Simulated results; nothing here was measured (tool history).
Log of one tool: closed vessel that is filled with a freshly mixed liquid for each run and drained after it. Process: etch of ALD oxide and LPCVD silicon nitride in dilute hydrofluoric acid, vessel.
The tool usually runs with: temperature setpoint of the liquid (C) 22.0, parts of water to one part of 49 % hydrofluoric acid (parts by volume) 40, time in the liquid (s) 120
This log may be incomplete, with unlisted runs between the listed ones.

run	hour	temperature setpoint of the liquid (C)	parts of water to one part of 49 % hydrofluoric acid (parts by volume)	time in the liquid (s)	wafers since the last listed run	hours since the thermometer was replaced	hours since the hydrofluoric acid flow meter was replaced	hours since the gauge calibration	read-back film thickness of the ALD oxide reference wafer, read on the same gauge (nm)	read-back film thickness of the LPCVD silicon nitride reference wafer, read on the same gauge (nm)	thickness taken off the ALD oxide on a monitor wafer (angstrom)	thickness taken off the LPCVD silicon nitride on a monitor wafer (angstrom)
1	0.0	22.0	40	70	0	1057.8	289.2	301.4	146.79	39.147	327.3	7.53
2	22.9	22.0	40	70	2517	1080.7	312.1	324.3	146.68	39.147	326.8	7.57
3	36.1	22.0	40	70	1451	1093.9	325.3	337.5	146.62	39.108	329.2	7.44
4	65.3	22.0	40	120	3210	1123.1	354.5	366.7	146.52	39.052	560.6	12.94
5	78.5	22.0	40	120	1451	1136.3	367.7	379.9	146.45	38.987	557.9	12.87
6	106.7	22.0	40	120	3100	1164.5	395.9	408.1	146.35	39.011	555.8	12.98
7	141.9	22.0	40	120	3869	1199.7	431.1	443.3	146.24	39.023	553.4	13.20
8	175.7	22.0	40	120	3715	1233.5	464.9	477.1	146.17	38.989	556.3	12.83
9	203.9	22.0	55	120	3100	1261.7	493.1	505.3	146.13	38.938	398.1	9.25
10	226.4	22.0	55	120	2473	1284.2	515.6	527.8	146.09	38.885	394.4	9.30
11	248.7	22.0	30	85	2451	1306.5	537.9	550.1	146.03	38.939	531.2	11.66
12	265.0	22.0	30	85	1791	1322.8	554.2	566.4	146.02	38.954	529.1	12.37
13	280.7	22.0	30	85	1725	1338.5	569.9	582.1	145.98	38.941	533.4	11.78
14	311.7	17.5	40	65	3407	1369.5	600.9	613.1	145.94	38.901	250.6	5.12
15	330.2	22.0	30	120	2033	1388.0	619.4	631.6	145.91	38.902	754.4	16.66
16	354.3	22.0	40	70	2649	1412.1	643.5	655.7	145.91	38.903	326.5	7.57
17	380.6	24.5	40	95	2891	1438.4	669.8	682.0	145.86	38.881	487.4	11.84
18	414.4	19.5	40	120	3715	1472.2	703.6	715.8	145.86	38.879	498.9	10.88
19	437.2	24.0	40	90	2506	1495.0	726.4	738.6	145.82	38.923	456.4	11.22
20	450.5	22.0	40	120	1462	1508.3	739.7	751.9	145.84	38.837	558.8	12.69
# hour 457.4: hydrofluoric acid flow meter replaced
# hour 466.9: gauge calibrated
# hour 477.3: thermometer replaced
21	483.3	20.0	50	170	3385	6.0	25.9	16.4	150.38	40.102	590.1	12.85
22	506.2	22.0	50	120	2517	28.9	48.8	39.3	149.95	39.995	450.3	10.21
23	540.9	20.5	40	175	3814	63.6	83.5	74.0	149.48	39.800	779.9	16.92
24	572.7	22.0	40	120	3495	95.4	115.3	105.8	149.08	39.775	570.8	13.06
25	584.7	24.5	60	155	1319	107.4	127.3	117.8	148.94	39.693	531.9	13.48
26	598.5	22.0	30	85	1517	121.2	141.1	131.6	148.76	39.686	545.8	11.95
27	623.8	22.0	40	120	2781	146.5	166.4	156.9	148.52	39.580	563.2	12.84

A few steps of thickness taken off the ALD oxide on a monitor wafer (angstrom) between consecutive runs. Split each: what settings, incoming material and random variation would produce without the hidden state, and what is left over for the hidden state, along with gauge scatter present in only one of the two compared results (measured, and without hidden state):
Hidden state at play: liquid colder than its thermometer reads (K); hydrofluoric acid flow below the setpoint (%); gauge reads high (%).
Run 14 -> 15: temperature setpoint of the liquid (C) 17.5 -> 22.0, parts of water to one part of 49 % hydrofluoric acid (parts by volume) 40 -> 30, time in the liquid (s) 65 -> 120. thickness taken off the ALD oxide on a monitor wafer (angstrom) +503.8: hidden state -14.1, all else +517.9.
Run 15 -> 16: parts of water to one part of 49 % hydrofluoric acid (parts by volume) 30 -> 40, time in the liquid (s) 120 -> 70. thickness taken off the ALD oxide on a monitor wafer (angstrom) -427.9: hidden state +11.9, all else -439.8.
Run 20 -> 21: temperature setpoint of the liquid (C) 22.0 -> 20.0, parts of water to one part of 49 % hydrofluoric acid (parts by volume) 40 -> 50, time in the liquid (s) 120 -> 170, hydrofluoric acid flow meter replaced, gauge calibrated, thermometer replaced. thickness taken off the ALD oxide on a monitor wafer (angstrom) +31.3: hidden state +17.5, all else +13.8.
